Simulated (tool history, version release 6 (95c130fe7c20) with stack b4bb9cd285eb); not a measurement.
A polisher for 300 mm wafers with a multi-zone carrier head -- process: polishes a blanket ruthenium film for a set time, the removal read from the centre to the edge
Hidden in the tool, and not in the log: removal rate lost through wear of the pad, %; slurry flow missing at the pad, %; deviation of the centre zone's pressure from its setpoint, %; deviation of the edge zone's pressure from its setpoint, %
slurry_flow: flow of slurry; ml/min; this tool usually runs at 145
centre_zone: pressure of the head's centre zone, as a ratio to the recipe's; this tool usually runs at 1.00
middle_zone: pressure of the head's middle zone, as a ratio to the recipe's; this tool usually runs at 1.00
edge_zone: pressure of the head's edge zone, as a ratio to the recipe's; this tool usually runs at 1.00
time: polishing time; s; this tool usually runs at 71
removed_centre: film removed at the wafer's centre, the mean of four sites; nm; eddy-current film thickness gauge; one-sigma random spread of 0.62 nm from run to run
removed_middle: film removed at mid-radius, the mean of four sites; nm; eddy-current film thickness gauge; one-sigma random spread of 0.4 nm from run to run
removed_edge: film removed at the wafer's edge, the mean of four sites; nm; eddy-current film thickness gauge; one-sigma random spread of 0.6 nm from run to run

run,day,slurry_flow,centre_zone,middle_zone,edge_zone,time,wafers since the last listed run,wafers polished on this pad,hours since the slurry nozzle was cleaned,hours since the centre zone pressure was calibrated,hours since the edge zone pressure was calibrated,hours since the carrier head's membrane was replaced,"incoming thickness of the incoming film, nm",removed_centre,removed_middle,removed_edge
1,0.000,145,1.00,1.00,1.00,71,0,287,399.6,778.4,1033.6,1364.9,418.0,41.3,42.3,44.7
2,0.379,145,1.00,1.00,1.00,71,142,429,408.7,787.5,1042.7,1374.0,412.5,42.0,42.6,43.6
3,1.062,145,1.00,1.00,1.00,71,257,687,425.1,803.9,1059.1,1390.4,417.2,41.9,41.7,44.9
# day 1.242: slurry nozzle cleaned
4,1.412,145,1.00,1.00,0.97,85,116,803,4.1,812.3,1067.5,1398.8,425.5,58.2,57.8,57.9
5,1.692,145,1.00,1.00,0.97,85,105,908,10.8,819.0,1074.2,1405.5,427.6,57.0,57.8,57.9
# day 2.050: worn pad replaced by a new one
# day 3.008: centre zone pressure recalibrated
6,3.171,145,1.00,1.00,0.97,85,463,390,46.3,3.9,1109.7,1441.0,422.5,57.5,57.1,57.3
7,3.496,145,1.00,1.00,1.00,56,122,513,54.1,11.7,1117.5,1448.8,421.0,37.7,37.9,38.8
8,3.938,120,1.03,1.09,0.88,71,166,679,64.7,22.3,1128.1,1459.4,420.8,46.3,48.4,44.5
9,4.242,145,1.00,1.00,1.00,86,114,794,72.0,29.6,1135.4,1466.7,423.2,57.0,57.4,59.2
10,4.571,145,1.00,1.00,1.00,71,124,918,79.9,37.5,1143.3,1474.6,420.0,48.4,47.7,48.9
11,5.004,145,1.00,1.00,1.00,71,163,1081,90.3,47.9,1153.7,1485.0,420.0,47.1,47.3,48.7
# day 5.212: worn pad replaced by a new one
# day 5.871: carrier head's membrane replaced by a new one
12,6.308,165,1.00,1.00,1.00,71,350,333,121.6,79.2,1185.0,10.5,422.0,49.3,49.2,48.4
13,6.883,145,1.00,1.00,1.00,71,216,550,135.4,93.0,1198.8,24.3,421.1,46.0,46.9,47.2
# day 7.058: edge zone pressure recalibrated
14,7.479,145,1.00,0.93,1.08,71,193,743,149.7,107.3,10.1,38.6,414.0,45.7,44.2,50.6
15,7.838,145,1.00,1.00,1.00,71,135,878,158.3,115.9,18.7,47.2,423.3,46.9,46.5,49.1
16,8.108,125,1.00,0.89,1.00,71,102,980,164.8,122.4,25.2,53.7,416.4,45.5,40.4,47.6
# day 8.754: worn pad replaced by a new one
17,8.775,145,1.00,1.00,1.00,71,188,8,180.8,138.4,41.2,69.7,425.3,46.5,46.4,47.6
18,9.275,145,0.89,1.00,1.00,71,188,197,192.8,150.4,53.2,81.7,423.3,43.5,46.0,48.0
19,9.938,145,1.00,1.00,1.08,48,249,446,208.7,166.3,69.1,97.6,417.4,30.9,30.7,33.5
20,10.283,145,1.00,1.00,0.90,71,130,576,217.0,174.6,77.4,105.9,421.5,46.3,46.1,45.9
21,10.883,145,1.00,1.00,1.00,71,226,803,231.4,189.0,91.8,120.3,419.7,45.1,45.3,47.4
22,11.267,145,1.00,1.00,1.00,71,144,947,240.6,198.2,101.0,129.5,420.4,44.5,45.2,47.0

4 options for the next run, each taken on its own from the tool as it stands now. Forecast them:
A,11.283,145,1.00,0.92,1.00,71,6,953,241.0,198.6,101.4,129.9,416.5,?,?,?
B,11.283,145,1.00,1.00,1.00,91,6,953,241.0,198.6,101.4,129.9,416.5,?,?,?
C,11.283,105,1.00,1.09,1.00,71,6,953,241.0,198.6,101.4,129.9,416.5,?,?,?
D,11.283,175,1.00,1.00,1.00,71,6,953,241.0,198.6,101.4,129.9,416.5,?,?,?

run,removed_centre,removed_middle,removed_edge
A,45.4,43.0,47.5
B,58.2,58.9,60.9
C,40.1,44.2,44.1
D,47.8,48.1,49.0
What these runs would have given with no unlogged condition in the tool:
run,removed_centre,removed_middle,removed_edge
A,48.2,45.4,49.4
B,61.9,62.1,63.2
C,43.8,47.7,46.4
D,50.3,50.3,50.7
